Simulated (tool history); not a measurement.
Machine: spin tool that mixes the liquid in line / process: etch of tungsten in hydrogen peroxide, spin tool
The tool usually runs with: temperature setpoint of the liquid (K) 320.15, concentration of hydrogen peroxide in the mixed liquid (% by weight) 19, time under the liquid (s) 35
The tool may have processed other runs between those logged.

run   hour  temperature setpoint of the liquid (K)  concentration of hydrogen peroxide in the mixed liquid (% by weight)  time under the liquid (s)  wafers since the last listed run  hours since the thermometer was replaced  hours since the peroxide flow meter was replaced  hours since the heated supply line was repaired  hours since the drum of peroxide was connected  hours since the gauge calibration  read-back film thickness of the tungsten reference wafer, read on the same gauge (nm)  thickness taken off the tungsten on a monitor wafer (Å)
  1      0                                  320.15                                                                    19                         50                                 0                                    2230.2                                             141.8                                           2250.9                                           403.3                              329.1                                                                                 119.99                                                    339.8
  2   64.7                                  320.15                                                                    19                         35                               462                                    2294.9                                             206.5                                           2315.6                                             468                              393.8                                                                                 119.99                                                    235.5
  3  133.6                                  320.15                                                                    19                         35                               492                                    2363.8                                             275.4                                           2384.5                                           536.9                              462.7                                                                                 119.98                                                    237.7
  4  173.3                                  320.15                                                                    19                         35                               283                                    2403.5                                             315.1                                           2424.2                                           576.6                              502.4                                                                                 119.99                                                    236.6
  5  205.4                                  324.15                                                                    19                         35                               229                                    2435.6                                             347.2                                           2456.3                                           608.7                              534.5                                                                                 119.99                                                    304.4
     254.1  -- peroxide flow meter replaced
  6  259.4                                  324.15                                                                    19                         35                               378                                    2489.6                                               5.3                                           2510.3                                           662.7                              588.5                                                                                 119.99                                                      301
  7  297.7                                  320.15                                                                    19                         35                               273                                    2527.9                                              43.6                                           2548.6                                             701                              626.8                                                                                 119.98                                                      232
  8  344.6                                  311.15                                                                    16                         50                               335                                    2574.8                                              90.5                                           2595.5                                           747.9                              673.7                                                                                 120.01                                                    168.4
     345.8  -- gauge calibrated
  9  388.5                                  320.15                                                                    16                         35                               313                                    2618.7                                             134.4                                           2639.4                                           791.8                               42.7                                                                                 120.02                                                    209.2
     494.7  -- heated supply line repaired
     574.2  -- new drum of peroxide connected
 10  592.5                                  320.15                                                                  20.5                         50                              1444                                    2822.7                                             338.4                                             97.8                                            18.3                              246.7                                                                                 119.97                                                    448.6
     626.3  -- thermometer replaced
 11  650.1                                  320.15                                                                    19                         35                               404                                      23.8                                               396                                            155.4                                            75.9                              304.3                                                                                 119.99                                                    305.7
     663.7  -- peroxide flow meter replaced
 12  712.5                                  320.15                                                                    19                         35                               439                                      86.2                                              48.8                                            217.8                                           138.3                              366.7                                                                                 119.98                                                    302.4
 13  749.4                                  320.15                                                                    19                         25                               263                                     123.1                                              85.7                                            254.7                                           175.2                              403.6                                                                                    120                                                    214.6
 14  813.3                                  320.15                                                                    17                         15                               456                                       187                                             149.6                                            318.6                                           239.1                              467.5                                                                                    120                                                    121.9

Alternative continuations, all from the tool just after run 14; predict every row:
  A  813.7                                  320.15                                                                    19                         35                                 2                                     187.4                                               150                                              319                                           239.5                              467.9                                                                                      ?                                                        ?
  B  813.7                                  326.15                                                                    22                         35                                 2                                     187.4                                               150                                              319                                           239.5                              467.9                                                                                      ?                                                        ?
  C  813.7                                  311.65                                                                  24.5                         20                                 2                                     187.4                                               150                                              319                                           239.5                              467.9                                                                                      ?                                                        ?

run  read-back film thickness of the tungsten reference wafer, read on the same gauge (nm)  thickness taken off the tungsten on a monitor wafer (Å)
  A                                                                                    120                                                    301.3
  B                                                                                    120                                                    468.5
  C                                                                                    120                                                    113.3
With the hidden condition removed and each run's random variation left untouched, the same runs would have given:
run  thickness taken off the tungsten on a monitor wafer (Å)
  A                                                    312.2
  B                                                    484.8
  C                                                    117.6
